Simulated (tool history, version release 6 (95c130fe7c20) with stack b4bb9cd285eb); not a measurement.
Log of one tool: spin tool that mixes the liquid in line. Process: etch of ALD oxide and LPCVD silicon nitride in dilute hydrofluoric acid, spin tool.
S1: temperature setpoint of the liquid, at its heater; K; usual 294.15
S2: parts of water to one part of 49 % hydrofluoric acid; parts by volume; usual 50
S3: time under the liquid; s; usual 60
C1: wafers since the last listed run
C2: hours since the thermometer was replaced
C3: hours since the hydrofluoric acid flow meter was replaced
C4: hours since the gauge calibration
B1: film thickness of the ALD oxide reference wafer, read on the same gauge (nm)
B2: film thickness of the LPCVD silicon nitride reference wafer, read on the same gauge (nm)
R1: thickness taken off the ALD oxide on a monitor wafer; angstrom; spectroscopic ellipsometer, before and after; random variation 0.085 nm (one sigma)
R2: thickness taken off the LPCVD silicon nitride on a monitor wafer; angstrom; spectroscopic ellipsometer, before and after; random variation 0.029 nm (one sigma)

{"run": 1, "hour": 0.0, "S1": 291.65, "S2": 50, "S3": 60, "C1": 0, "C2": 567.4, "C3": 888.4, "C4": 593.4, "B1": 146.32, "B2": 78.038, "R1": 188.0, "R2": 4.68}
{"run": 2, "hour": 46.2, "S1": 291.65, "S2": 50, "S3": 60, "C1": 535, "C2": 613.6, "C3": 934.6, "C4": 639.6, "B1": 146.02, "B2": 77.908, "R1": 189.5, "R2": 4.62}
{"run": 3, "hour": 117.3, "S1": 291.65, "S2": 50, "S3": 60, "C1": 824, "C2": 684.7, "C3": 1005.7, "C4": 710.7, "B1": 145.63, "B2": 77.636, "R1": 186.3, "R2": 4.69}
{"hour": 136.8, "done": "thermometer replaced"}
{"run": 4, "hour": 213.7, "S1": 294.15, "S2": 55, "S3": 60, "C1": 1106, "C2": 76.9, "C3": 1102.1, "C4": 807.1, "B1": 145.0, "B2": 77.35, "R1": 187.2, "R2": 5.3}
{"run": 5, "hour": 264.6, "S1": 294.15, "S2": 55, "S3": 60, "C1": 590, "C2": 127.8, "C3": 1153.0, "C4": 858.0, "B1": 144.71, "B2": 77.188, "R1": 187.5, "R2": 5.07}
{"run": 6, "hour": 309.9, "S1": 294.15, "S2": 50, "S3": 60, "C1": 525, "C2": 173.1, "C3": 1198.3, "C4": 903.3, "B1": 144.43, "B2": 77.023, "R1": 208.4, "R2": 6.03}
{"run": 7, "hour": 411.5, "S1": 294.15, "S2": 50, "S3": 60, "C1": 1177, "C2": 274.7, "C3": 1299.9, "C4": 1004.9, "B1": 143.81, "B2": 76.723, "R1": 207.8, "R2": 5.85}
{"run": 8, "hour": 478.8, "S1": 294.15, "S2": 50, "S3": 60, "C1": 780, "C2": 342.0, "C3": 1367.2, "C4": 1072.2, "B1": 143.42, "B2": 76.507, "R1": 204.3, "R2": 5.27}
{"hour": 512.3, "done": "hydrofluoric acid flow meter replaced"}
{"hour": 561.3, "done": "gauge calibrated"}
{"run": 9, "hour": 572.6, "S1": 294.15, "S2": 50, "S3": 60, "C1": 1075, "C2": 435.8, "C3": 60.3, "C4": 11.3, "B1": 150.02, "B2": 80.038, "R1": 215.5, "R2": 5.81}
{"run": 10, "hour": 667.4, "S1": 291.15, "S2": 65, "S3": 60, "C1": 1099, "C2": 530.6, "C3": 155.1, "C4": 106.1, "B1": 149.44, "B2": 79.677, "R1": 142.7, "R2": 3.67}
{"run": 11, "hour": 705.6, "S1": 294.15, "S2": 50, "S3": 60, "C1": 442, "C2": 568.8, "C3": 193.3, "C4": 144.3, "B1": 149.19, "B2": 79.608, "R1": 214.3, "R2": 5.71}
{"run": 12, "hour": 769.6, "S1": 291.15, "S2": 65, "S3": 45, "C1": 741, "C2": 632.8, "C3": 257.3, "C4": 208.3, "B1": 148.81, "B2": 79.407, "R1": 105.7, "R2": 2.43}
{"run": 13, "hour": 866.5, "S1": 297.65, "S2": 70, "S3": 60, "C1": 1123, "C2": 729.7, "C3": 354.2, "C4": 305.2, "B1": 148.26, "B2": 79.027, "R1": 170.5, "R2": 5.34}
{"hour": 888.5, "done": "thermometer replaced"}
{"run": 14, "hour": 904.0, "S1": 290.65, "S2": 60, "S3": 90, "C1": 423, "C2": 15.5, "C3": 391.7, "C4": 342.7, "B1": 148.03, "B2": 78.958, "R1": 225.4, "R2": 5.91}
{"run": 15, "hour": 996.9, "S1": 294.15, "S2": 60, "S3": 45, "C1": 1077, "C2": 108.4, "C3": 484.6, "C4": 435.6, "B1": 147.43, "B2": 78.664, "R1": 130.6, "R2": 3.69}
{"run": 16, "hour": 1060.4, "S1": 292.15, "S2": 50, "S3": 60, "C1": 736, "C2": 171.9, "C3": 548.1, "C4": 499.1, "B1": 147.09, "B2": 78.406, "R1": 194.3, "R2": 5.13}
{"run": 17, "hour": 1135.3, "S1": 295.65, "S2": 30, "S3": 60, "C1": 868, "C2": 246.8, "C3": 623.0, "C4": 574.0, "B1": 146.61, "B2": 78.209, "R1": 381.5, "R2": 10.75}
{"run": 18, "hour": 1197.2, "S1": 294.15, "S2": 50, "S3": 60, "C1": 717, "C2": 308.7, "C3": 684.9, "C4": 635.9, "B1": 146.23, "B2": 78.024, "R1": 209.4, "R2": 5.48}
{"run": 19, "hour": 1243.8, "S1": 291.15, "S2": 65, "S3": 45, "C1": 540, "C2": 355.3, "C3": 731.5, "C4": 682.5, "B1": 146.02, "B2": 77.825, "R1": 104.9, "R2": 2.45}

Forecast each of these 3 alternatives for the next run:
{"run": "A", "hour": 1244.2, "S1": 294.15, "S2": 50, "S3": 60, "C1": 4, "C2": 355.7, "C3": 731.9, "C4": 682.9, "B1": "?", "B2": "?", "R1": "?", "R2": "?"}
{"run": "B", "hour": 1244.2, "S1": 290.65, "S2": 75, "S3": 60, "C1": 4, "C2": 355.7, "C3": 731.9, "C4": 682.9, "B1": "?", "B2": "?", "R1": "?", "R2": "?"}
{"run": "C", "hour": 1244.2, "S1": 294.15, "S2": 50, "S3": 30, "C1": 4, "C2": 355.7, "C3": 731.9, "C4": 682.9, "B1": "?", "B2": "?", "R1": "?", "R2": "?"}

run=A B1=145.99 B2=77.836 R1=208.7 R2=5.68
run=B B1=145.99 B2=77.836 R1=116.5 R2=3.00
run=C B1=145.99 B2=77.836 R1=104.4 R2=2.84
Without the tool's hidden state the same runs would have given:
run=A R1=214.5 R2=5.83
run=B R1=119.8 R2=3.08
run=C R1=107.2 R2=2.92

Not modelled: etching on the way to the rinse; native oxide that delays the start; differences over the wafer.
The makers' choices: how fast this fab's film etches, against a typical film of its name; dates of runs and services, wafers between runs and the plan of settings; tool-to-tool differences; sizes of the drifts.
